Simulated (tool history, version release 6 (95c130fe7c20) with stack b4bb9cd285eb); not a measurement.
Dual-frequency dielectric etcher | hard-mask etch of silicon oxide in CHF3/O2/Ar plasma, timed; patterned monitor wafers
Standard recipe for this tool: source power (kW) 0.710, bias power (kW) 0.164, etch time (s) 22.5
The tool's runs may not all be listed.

run     day  source power (kW)  bias power (kW)  etch time (s)  wafers since the last listed run  hours since the last wet clean  hours since the last source power generator calibration  hours since the last bias power generator calibration  hours since the last upper electrode change  hours since the gauge calibration  read-back reference wafer on the same gauge, depth_nm  mean etch depth across the wafer (angstrom)
  1   0.000              0.710            0.151           22.5                                 0                           449.2                                                   1197.6                                                 3444.8                                       2023.2                              693.2                                                  47.17                                        447.2
  2   0.717              0.710            0.151           22.5                               214                           466.4                                                   1214.8                                                 3462.0                                       2040.4                              710.4                                                  47.08                                        447.0
  3   1.525              0.710            0.151           22.5                               242                           485.8                                                   1234.2                                                 3481.4                                       2059.8                              729.8                                                  47.17                                        446.6
      2.754  -- wet clean of the chamber
  4   2.775              0.710            0.164           22.5                                74                             0.5                                                   1264.2                                                 3511.4                                       2089.8                              759.8                                                  47.10                                        452.3
  5   3.838              0.710            0.164           22.5                               318                            26.0                                                   1289.7                                                 3536.9                                       2115.3                              785.3                                                  47.12                                        454.3
      5.400  -- upper electrode replaced
  6   5.421              0.840            0.164           22.5                               174                            64.0                                                   1327.7                                                 3574.9                                          0.5                              823.3                                                  47.23                                        497.6
  7   5.846              0.710            0.145           22.5                               127                            74.2                                                   1337.9                                                 3585.1                                         10.7                              833.5                                                  47.20                                        443.8
  8   7.042              0.710            0.145           22.5                               358                           102.9                                                   1366.6                                                 3613.8                                         39.4                              862.2                                                  47.27                                        445.9
  9   8.258              0.710            0.164           22.5                               364                           132.1                                                   1395.8                                                 3643.0                                         68.6                              891.4                                                  47.25                                        454.7
 10   9.325              0.710            0.164           22.5                               319                           157.7                                                   1421.4                                                 3668.6                                         94.2                              917.0                                                  47.22                                        455.0
 11  10.550              0.710            0.164           22.5                               366                           187.1                                                   1450.8                                                 3698.0                                        123.6                              946.4                                                  47.01                                        449.1
 12  11.242              0.710            0.164           22.5                               207                           203.7                                                   1467.4                                                 3714.6                                        140.2                              963.0                                                  47.21                                        455.2
 13  11.775              0.710            0.164           22.5                               159                           216.5                                                   1480.2                                                 3727.4                                        153.0                              975.8                                                  47.30                                        460.7
 14  12.467              0.710            0.164           22.5                               207                           233.1                                                   1496.8                                                 3744.0                                        169.6                              992.4                                                  47.13                                        456.6
 15  13.288              0.820            0.164           22.5                               245                           252.8                                                   1516.5                                                 3763.7                                        189.3                             1012.1                                                  47.16                                        491.2
 16  14.154              0.710            0.164           22.5                               259                           273.6                                                   1537.3                                                 3784.5                                        210.1                             1032.9                                                  47.33                                        456.9
 17  14.996              0.710            0.179           22.5                               252                           293.8                                                   1557.5                                                 3804.7                                        230.3                             1053.1                                                  47.29                                        466.8
     15.408  -- bias power generator calibrated
 18  16.133              0.640            0.133           16.5                               290                           321.1                                                   1584.8                                                   17.4                                        257.6                             1080.4                                                  47.29                                        303.7
 19  17.350              0.710            0.143           22.5                               364                           350.3                                                   1614.0                                                   46.6                                        286.8                             1109.6                                                  47.21                                        443.0
 20  18.471              0.820            0.164           22.5                               335                           377.2                                                   1640.9                                                   73.5                                        313.7                             1136.5                                                  47.16                                        488.0
     19.433  -- gauge calibrated
 21  19.667              0.560            0.201           26.0                               358                           405.9                                                   1669.6                                                  102.2                                        342.4                                5.6                                                  47.21                                        504.5
 22  20.896              0.800            0.164           17.5                               368                           435.4                                                   1699.1                                                  131.7                                        371.9                               35.1                                                  47.23                                        368.7
     22.671  -- wet clean of the chamber
 23  22.692              0.580            0.128           27.5                               238                             0.5                                                   1742.2                                                  174.8                                        415.0                               78.2                                                  47.18                                        471.7
     22.996  -- source power generator calibrated
 24  23.200              0.710            0.126           22.5                               102                            12.7                                                      4.9                                                  187.0                                        427.2                               90.4                                                  47.14                                        428.5
 25  24.054              0.710            0.164           22.5                               255                            33.2                                                     25.4                                                  207.5                                        447.7                              110.9                                                  47.33                                        459.8
 26  25.375              0.710            0.124           25.0                               395                            64.9                                                     57.1                                                  239.2                                        479.4                              142.6                                                  47.23                                        471.8
 27  25.892              0.710            0.135           22.5                               154                            77.3                                                     69.5                                                  251.6                                        491.8                              155.0                                                  47.28                                        441.1
 28  26.917              0.650            0.180           25.5                               306                           101.9                                                     94.1                                                  276.2                                        516.4                              179.6                                                  47.29                                        508.7
 29  28.342              0.640            0.130           20.5                               426                           136.1                                                    128.3                                                  310.4                                        550.6                              213.8                                                  47.04                                        375.3
 30  29.338              0.760            0.164           20.5                               298                           160.0                                                    152.2                                                  334.3                                        574.5                              237.7                                                  47.13                                        432.5
 31  30.512              0.800            0.176           29.0                               351                           188.2                                                    180.4                                                  362.5                                        602.7                              265.9                                                  47.37                                        637.3

Each row is a separate what-if for the run after 31, all from the same tool condition, not one after another. Results?
  A  30.529              0.710            0.164           22.5                                 4                           188.6                                                    180.8                                                  362.9                                        603.1                              266.3                                                      ?                                            ?
  B  30.529              0.800            0.185           22.5                                 4                           188.6                                                    180.8                                                  362.9                                        603.1                              266.3                                                      ?                                            ?
  C  30.529              0.640            0.203           22.5                                 4                           188.6                                                    180.8                                                  362.9                                        603.1                              266.3                                                      ?                                            ?

run  read-back reference wafer on the same gauge, depth_nm  mean etch depth across the wafer (angstrom)
  A                                                  47.27                                        457.9
  B                                                  47.27                                        498.5
  C                                                  47.27                                        464.3
The same runs, with their run-to-run variation unchanged, on a tool lacking any hidden condition would have given:
run  mean etch depth across the wafer (angstrom)
  A                                        457.9
  B                                        498.5
  C                                        464.3
